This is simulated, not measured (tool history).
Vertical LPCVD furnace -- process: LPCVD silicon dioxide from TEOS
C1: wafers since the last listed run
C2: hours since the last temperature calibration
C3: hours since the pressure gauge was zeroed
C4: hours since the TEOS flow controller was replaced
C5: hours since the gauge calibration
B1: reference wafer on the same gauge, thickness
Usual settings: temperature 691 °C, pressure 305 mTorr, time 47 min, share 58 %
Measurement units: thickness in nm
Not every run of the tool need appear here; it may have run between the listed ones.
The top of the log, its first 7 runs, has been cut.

Run 8, day 13.538: usual settings; C1 645; C2 1615.4; C3 4760.1; C4 4204.2; C5 2070.2; B1 228.56. Result: thickness 290.72 nm.
Run 9, day 15.479: usual settings; C1 617; C2 1662; C3 4806.7; C4 4250.8; C5 2116.8; B1 229.06. Result: thickness 289.96 nm.
Run 10, day 16.708: usual settings but pressure 345 mTorr; C1 391; C2 1691.5; C3 4836.2; C4 4280.3; C5 2146.3; B1 229.11. Result: thickness 309.75 nm.
Run 11, day 18.517: usual settings but pressure 345 mTorr; C1 575; C2 1734.9; C3 4879.6; C4 4323.7; C5 2189.7; B1 228.94. Result: thickness 308.97 nm.
At day 21.079: pressure gauge zeroed.
Run 12, day 21.4: usual settings but pressure 330 mTorr, time 58.5 min, share 48 %; C1 599; C2 1804.1; C3 7.7; C4 4392.9; C5 2258.9; B1 229.07. Result: thickness 342.93 nm.
Run 13, day 22.921: usual settings; C1 483; C2 1840.6; C3 44.2; C4 4429.4; C5 2295.4; B1 229.2. Result: thickness 291.76 nm.
At day 24.7: gauge calibrated.
Run 14, day 24.733: usual settings but share 69 %; C1 576; C2 1884.1; C3 87.7; C4 4472.9; C5 0.8; B1 229.14. Result: thickness 315.17 nm.
Run 15, day 25.792: usual settings but temperature 702 °C, pressure 375 mTorr; C1 336; C2 1909.5; C3 113.1; C4 4498.3; C5 26.2; B1 228.83. Result: thickness 420.69 nm.
Run 16, day 27.942: usual settings but pressure 250 mTorr, share 69 %; C1 684; C2 1961.1; C3 164.7; C4 4549.9; C5 77.8; B1 228.92. Result: thickness 289.15 nm.
At day 30.204: thermocouples replaced and temperature profile calibrated.
Run 17, day 30.225: usual settings but pressure 355 mTorr; C1 408; C2 0.5; C3 219.5; C4 4604.7; C5 132.6; B1 229.49. Result: thickness 308.99 nm.
Run 18, day 31.717: usual settings but temperature 681 °C, time 62.5 min, share 68 %; C1 474; C2 36.3; C3 255.3; C4 4640.5; C5 168.4; B1 229.09. Result: thickness 321.98 nm.
At day 33.925: TEOS flow controller replaced.
Run 19, day 33.946: usual settings; C1 391; C2 89.8; C3 308.8; C4 0.5; C5 221.9; B1 229.32. Result: thickness 285.75 nm.

Predict the results of run 20:
Run 20, day 35.017: usual settings but share 50 %; C1 340; C2 115.5; C3 334.5; C4 26.2; C5 247.6; B1 ?. Result: thickness ?.

Logged for run 20: B1 228.68, thickness 264.89 nm.
Take away the tool's hidden state, keep the run-to-run variation as it was, and the same run would have given thickness 262.79 nm.

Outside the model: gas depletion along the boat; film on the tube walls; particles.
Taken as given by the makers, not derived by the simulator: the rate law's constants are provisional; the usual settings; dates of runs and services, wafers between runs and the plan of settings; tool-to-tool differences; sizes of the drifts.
